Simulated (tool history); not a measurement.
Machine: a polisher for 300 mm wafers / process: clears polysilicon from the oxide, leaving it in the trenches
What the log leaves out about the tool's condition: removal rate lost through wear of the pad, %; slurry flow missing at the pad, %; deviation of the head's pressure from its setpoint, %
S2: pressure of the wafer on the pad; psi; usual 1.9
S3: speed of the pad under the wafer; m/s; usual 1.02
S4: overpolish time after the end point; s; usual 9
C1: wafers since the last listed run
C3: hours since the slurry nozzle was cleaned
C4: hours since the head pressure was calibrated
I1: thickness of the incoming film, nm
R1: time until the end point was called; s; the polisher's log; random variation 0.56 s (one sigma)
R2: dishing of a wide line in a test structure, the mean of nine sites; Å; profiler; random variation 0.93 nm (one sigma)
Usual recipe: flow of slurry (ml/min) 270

run 1 hour=0.0 | flow_of_slurry_(ml/min)=270 S2=1.9 S3=1.02 S4=9 | C1=0 wafers_polished_on_this_pad=1619 C3=455.6 C4=73.5 | I1=391.8 | R1=35.1 R2=456
run 2 hour=33.0 | flow_of_slurry_(ml/min)=270 S2=1.9 S3=1.02 S4=9 | C1=443 wafers_polished_on_this_pad=2063 C3=488.6 C4=106.5 | I1=395.4 | R1=36.8 R2=434
run 3 hour=59.4 | flow_of_slurry_(ml/min)=270 S2=1.9 S3=1.02 S4=9 | C1=354 wafers_polished_on_this_pad=2418 C3=515.0 C4=132.9 | I1=390.1 | R1=36.0 R2=445
run 4 hour=73.1 | flow_of_slurry_(ml/min)=270 S2=1.9 S3=1.02 S4=9 | C1=184 wafers_polished_on_this_pad=2602 C3=528.7 C4=146.6 | I1=384.7 | R1=35.7 R2=437
-- hour=91.9 slurry nozzle cleaned
run 5 hour=97.2 | flow_of_slurry_(ml/min)=270 S2=1.9 S3=1.02 S4=9 | C1=310 wafers_polished_on_this_pad=2913 C3=5.3 C4=170.7 | I1=390.8 | R1=36.6 R2=423
run 6 hour=123.8 | flow_of_slurry_(ml/min)=270 S2=1.9 S3=1.02 S4=9 | C1=357 wafers_polished_on_this_pad=3270 C3=31.9 C4=197.3 | I1=390.8 | R1=36.6 R2=440
-- hour=136.5 worn pad replaced by a new one
run 7 hour=149.3 | flow_of_slurry_(ml/min)=270 S2=1.9 S3=1.02 S4=9 | C1=289 wafers_polished_on_this_pad=172 C3=57.4 C4=222.8 | I1=386.8 | R1=38.7 R2=426
run 8 hour=167.8 | flow_of_slurry_(ml/min)=270 S2=1.9 S3=1.02 S4=9 | C1=248 wafers_polished_on_this_pad=421 C3=75.9 C4=241.3 | I1=390.6 | R1=39.2 R2=434
run 9 hour=189.0 | flow_of_slurry_(ml/min)=270 S2=1.5 S3=1.02 S4=9 | C1=285 wafers_polished_on_this_pad=706 C3=97.1 C4=262.5 | I1=389.5 | R1=46.7 R2=390
run 10 hour=213.3 | flow_of_slurry_(ml/min)=270 S2=1.5 S3=1.02 S4=9 | C1=326 wafers_polished_on_this_pad=1033 C3=121.4 C4=286.8 | I1=387.9 | R1=47.3 R2=397
run 11 hour=226.8 | flow_of_slurry_(ml/min)=270 S2=1.5 S3=1.02 S4=9 | C1=181 wafers_polished_on_this_pad=1214 C3=134.9 C4=300.3 | I1=389.3 | R1=46.2 R2=381
run 12 hour=310.9 | flow_of_slurry_(ml/min)=270 S2=1.4 S3=1.02 S4=9 | C1=1130 wafers_polished_on_this_pad=2345 C3=219.0 C4=384.4 | I1=391.7 | R1=50.9 R2=383
run 13 hour=340.5 | flow_of_slurry_(ml/min)=220 S2=2.3 S3=0.74 S4=7 | C1=397 wafers_polished_on_this_pad=2743 C3=248.6 C4=414.0 | I1=392.3 | R1=44.6 R2=363
-- hour=373.2 worn pad replaced by a new one, repeated, since the last time left the tool worse
run 14 hour=373.8 | flow_of_slurry_(ml/min)=270 S2=1.4 S3=1.02 S4=9 | C1=393 wafers_polished_on_this_pad=7 C3=281.9 C4=447.3 | I1=386.2 | R1=44.3 R2=425
run 15 hour=400.3 | flow_of_slurry_(ml/min)=270 S2=1.5 S3=0.78 S4=9 | C1=356 wafers_polished_on_this_pad=363 C3=308.4 C4=473.8 | I1=387.4 | R1=51.9 R2=373
run 16 hour=426.6 | flow_of_slurry_(ml/min)=355 S2=1.4 S3=1.28 S4=5 | C1=353 wafers_polished_on_this_pad=717 C3=334.7 C4=500.1 | I1=390.1 | R1=36.7 R2=317
run 17 hour=462.3 | flow_of_slurry_(ml/min)=270 S2=1.5 S3=1.02 S4=9 | C1=480 wafers_polished_on_this_pad=1197 C3=370.4 C4=535.8 | I1=390.4 | R1=43.1 R2=418
run 18 hour=485.1 | flow_of_slurry_(ml/min)=270 S2=2.2 S3=0.74 S4=5 | C1=306 wafers_polished_on_this_pad=1503 C3=393.2 C4=558.6 | I1=387.1 | R1=39.7 R2=305
run 19 hour=516.9 | flow_of_slurry_(ml/min)=360 S2=2.3 S3=1.20 S4=5 | C1=427 wafers_polished_on_this_pad=1931 C3=425.0 C4=590.4 | I1=385.4 | R1=25.6 R2=394
run 20 hour=530.9 | flow_of_slurry_(ml/min)=270 S2=1.9 S3=0.80 S4=11 | C1=188 wafers_polished_on_this_pad=2119 C3=439.0 C4=604.4 | I1=394.2 | R1=42.8 R2=465
run 21 hour=553.6 | flow_of_slurry_(ml/min)=270 S2=1.9 S3=1.02 S4=9 | C1=305 wafers_polished_on_this_pad=2424 C3=461.7 C4=627.1 | I1=395.5 | R1=36.7 R2=449
run 22 hour=570.1 | flow_of_slurry_(ml/min)=330 S2=1.3 S3=1.26 S4=12 | C1=221 wafers_polished_on_this_pad=2646 C3=478.2 C4=643.6 | I1=390.1 | R1=40.7 R2=477
run 23 hour=590.4 | flow_of_slurry_(ml/min)=270 S2=1.9 S3=1.02 S4=9 | C1=272 wafers_polished_on_this_pad=2919 C3=498.5 C4=663.9 | I1=387.4 | R1=36.1 R2=432
-- hour=593.7 head pressure recalibrated
-- hour=597.4 slurry nozzle cleaned
run 24 hour=609.3 | flow_of_slurry_(ml/min)=270 S2=1.9 S3=1.02 S4=9 | C1=213 wafers_polished_on_this_pad=3133 C3=11.9 C4=15.6 | I1=389.8 | R1=37.2 R2=424
-- hour=613.8 worn pad replaced by a new one
run 25 hour=624.7 | flow_of_slurry_(ml/min)=230 S2=1.9 S3=1.32 S4=9 | C1=153 wafers_polished_on_this_pad=146 C3=27.3 C4=31.0 | I1=385.1 | R1=29.0 R2=464
run 26 hour=679.0 | flow_of_slurry_(ml/min)=270 S2=1.9 S3=1.02 S4=5 | C1=730 wafers_polished_on_this_pad=876 C3=81.6 C4=85.3 | I1=386.4 | R1=34.9 R2=354
run 27 hour=695.5 | flow_of_slurry_(ml/min)=270 S2=1.5 S3=1.02 S4=9 | C1=221 wafers_polished_on_this_pad=1098 C3=98.1 C4=101.8 | I1=384.3 | R1=42.6 R2=413
run 28 hour=731.0 | flow_of_slurry_(ml/min)=270 S2=1.9 S3=1.02 S4=9 | C1=477 wafers_polished_on_this_pad=1575 C3=133.6 C4=137.3 | I1=383.3 | R1=33.8 R2=444
run 29 hour=752.8 | flow_of_slurry_(ml/min)=270 S2=1.9 S3=1.02 S4=9 | C1=293 wafers_polished_on_this_pad=1868 C3=155.4 C4=159.1 | I1=397.3 | R1=35.6 R2=445
run 30 hour=784.0 | flow_of_slurry_(ml/min)=365 S2=1.3 S3=0.78 S4=12 | C1=419 wafers_polished_on_this_pad=2287 C3=186.6 C4=190.3 | I1=389.5 | R1=57.6 R2=409
run 31 hour=802.5 | flow_of_slurry_(ml/min)=270 S2=2.1 S3=1.02 S4=9 | C1=248 wafers_polished_on_this_pad=2536 C3=205.1 C4=208.8 | I1=392.4 | R1=33.8 R2=448
-- hour=871.0 worn pad replaced by a new one
run 32 hour=908.0 | flow_of_slurry_(ml/min)=190 S2=1.9 S3=1.24 S4=8 | C1=1364 wafers_polished_on_this_pad=497 C3=310.6 C4=314.3 | I1=392.1 | R1=31.1 R2=455
run 33 hour=920.6 | flow_of_slurry_(ml/min)=270 S2=2.1 S3=0.92 S4=9 | C1=169 wafers_polished_on_this_pad=666 C3=323.2 C4=326.9 | I1=390.1 | R1=34.8 R2=443
run 34 hour=945.5 | flow_of_slurry_(ml/min)=230 S2=1.6 S3=1.02 S4=9 | C1=334 wafers_polished_on_this_pad=1001 C3=348.1 C4=351.8 | I1=393.5 | R1=40.2 R2=409
run 35 hour=960.8 | flow_of_slurry_(ml/min)=270 S2=1.9 S3=1.02 S4=6 | C1=205 wafers_polished_on_this_pad=1207 C3=363.4 C4=367.1 | I1=390.7 | R1=35.7 R2=374

Here are 3 independent what-if runs from the current tool condition. What would each one return?
run A hour=961.2 | flow_of_slurry_(ml/min)=270 S2=1.9 S3=1.02 S4=9 | C1=5 wafers_polished_on_this_pad=1212 C3=363.8 C4=367.5 | I1=384.1 | R1=? R2=?
run B hour=961.2 | flow_of_slurry_(ml/min)=335 S2=1.9 S3=1.02 S4=7 | C1=5 wafers_polished_on_this_pad=1212 C3=363.8 C4=367.5 | I1=384.1 | R1=? R2=?
run C hour=961.2 | flow_of_slurry_(ml/min)=175 S2=2.5 S3=1.16 S4=12 | C1=5 wafers_polished_on_this_pad=1212 C3=363.8 C4=367.5 | I1=384.1 | R1=? R2=?

run=A R1=35.0 R2=466
run=B R1=34.4 R2=423
run=C R1=26.4 R2=539
What these runs would have given with no unlogged condition in the tool:
run=A R1=34.7 R2=468
run=B R1=34.1 R2=424
run=C R1=26.1 R2=540
